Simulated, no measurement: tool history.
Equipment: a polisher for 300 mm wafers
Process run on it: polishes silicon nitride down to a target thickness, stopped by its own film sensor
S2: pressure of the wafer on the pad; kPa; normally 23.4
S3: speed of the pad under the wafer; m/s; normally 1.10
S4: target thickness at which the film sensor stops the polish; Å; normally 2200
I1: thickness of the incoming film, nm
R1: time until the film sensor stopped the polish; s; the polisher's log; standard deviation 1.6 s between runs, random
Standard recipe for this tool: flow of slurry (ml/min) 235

Run 1, hour 0.0: usual settings but S2 16.5 kPa; I1 396.1. Result: R1 117.0 s.
Run 2, hour 94.5: usual settings but S2 16.5 kPa; I1 402.2. Result: R1 123.1 s.
Run 3, hour 163.2: usual settings but S2 16.5 kPa; I1 398.2. Result: R1 121.3 s.
Run 4, hour 194.2: usual settings; I1 406.5. Result: R1 95.4 s.
Run 5, hour 254.6: usual settings; I1 397.7. Result: R1 90.5 s.
Run 6, hour 322.0: usual settings; I1 404.1. Result: R1 94.4 s.
Run 7, hour 374.6: usual settings; I1 408.1. Result: R1 96.5 s.
Run 8, hour 420.6: usual settings; I1 394.5. Result: R1 87.3 s.
Run 9, hour 466.9: usual settings; I1 404.5. Result: R1 93.5 s.
Run 10, hour 574.5: usual settings but flow of slurry (ml/min) 290, S2 20.7 kPa, S4 2780 Å; I1 397.7. Result: R1 65.3 s.
Run 11, hour 613.8: usual settings but S3 0.98 m/s, S4 1840 Å; I1 398.0. Result: R1 145.9 s.
Run 12, hour 657.3: usual settings but S4 2550 Å; I1 407.3. Result: R1 93.9 s.
Run 13, hour 712.0: usual settings but S3 1.34 m/s, S4 1990 Å; I1 402.7. Result: R1 104.9 s.
Run 14, hour 768.2: usual settings but S3 1.00 m/s, S4 2520 Å; I1 396.2. Result: R1 92.4 s.
Run 15, hour 822.1: usual settings; I1 401.9. Result: R1 95.6 s.
Run 16, hour 1034.1: usual settings but S4 2550 Å; I1 397.8. Result: R1 74.5 s.
Run 17, hour 1060.6: usual settings; I1 403.3. Result: R1 96.0 s.
Run 18, hour 1126.1: usual settings but flow of slurry (ml/min) 270; I1 402.3. Result: R1 93.6 s.
Run 19, hour 1164.4: usual settings but flow of slurry (ml/min) 165, S2 31.7 kPa, S3 0.86 m/s, S4 2710 Å; I1 401.9. Result: R1 65.1 s.

Not shown here: 9 entries made in the log between runs. Locate each between two listed runs and compare the hidden state at the listed run before it with the hidden state at the listed run after it:
In the gap between runs 1 and 2: slurry nozzle cleaned (hour 12.5)
  deviation of the head's pressure from its setpoint, %: 5.99 -> 7.14
  the result without the hidden state subtracted from the measured one, R1: -5.8 -> -7.3 s
In the gap between runs 3 and 4: worn pad replaced by a new one (hour 187.5)
  deviation of the head's pressure from its setpoint, %: 7.78 -> 8.02
  the result without the hidden state subtracted from the measured one, R1: -7.7 -> -6.3 s
In the gap between runs 8 and 9: worn pad replaced by a new one (hour 449.6)
  deviation of the head's pressure from its setpoint, %: 9.19 -> 9.34
  the result without the hidden state subtracted from the measured one, R1: -6.6 -> -7.2 s
In the gap between runs 10 and 11: head pressure recalibrated (hour 585.9)
  deviation of the head's pressure from its setpoint, %: 9.6 -> -15
  the result without the hidden state subtracted from the measured one, R1: -5.2 -> +18.1 s
In the gap between runs 12 and 13: worn pad replaced by a new one (hour 682.9)
  deviation of the head's pressure from its setpoint, %: -13.9 -> -12.8
  the result without the hidden state subtracted from the measured one, R1: +10.8 -> +11.1 s
In the gap between runs 13 and 14: slurry nozzle cleaned (hour 726.0)
  deviation of the head's pressure from its setpoint, %: -12.8 -> -11.8
  the result without the hidden state subtracted from the measured one, R1: +11.1 -> +9.0 s
In the gap between runs 14 and 15: head pressure recalibrated, repeated, since the last time left the tool worse (hour 786.8)
  deviation of the head's pressure from its setpoint, %: -11.8 -> 1.42
  the result without the hidden state subtracted from the measured one, R1: +9.0 -> -1.1 s
In the gap between runs 15 and 16: worn pad replaced by a new one (hour 902.0)
  deviation of the head's pressure from its setpoint, %: 1.42 -> 5.35
  the result without the hidden state subtracted from the measured one, R1: -1.1 -> -3.3 s
In the gap between runs 17 and 18: worn pad replaced by a new one (hour 1117.7)
  deviation of the head's pressure from its setpoint, %: 5.68 -> 6.36
  the result without the hidden state subtracted from the measured one, R1: -4.5 -> -4.9 s

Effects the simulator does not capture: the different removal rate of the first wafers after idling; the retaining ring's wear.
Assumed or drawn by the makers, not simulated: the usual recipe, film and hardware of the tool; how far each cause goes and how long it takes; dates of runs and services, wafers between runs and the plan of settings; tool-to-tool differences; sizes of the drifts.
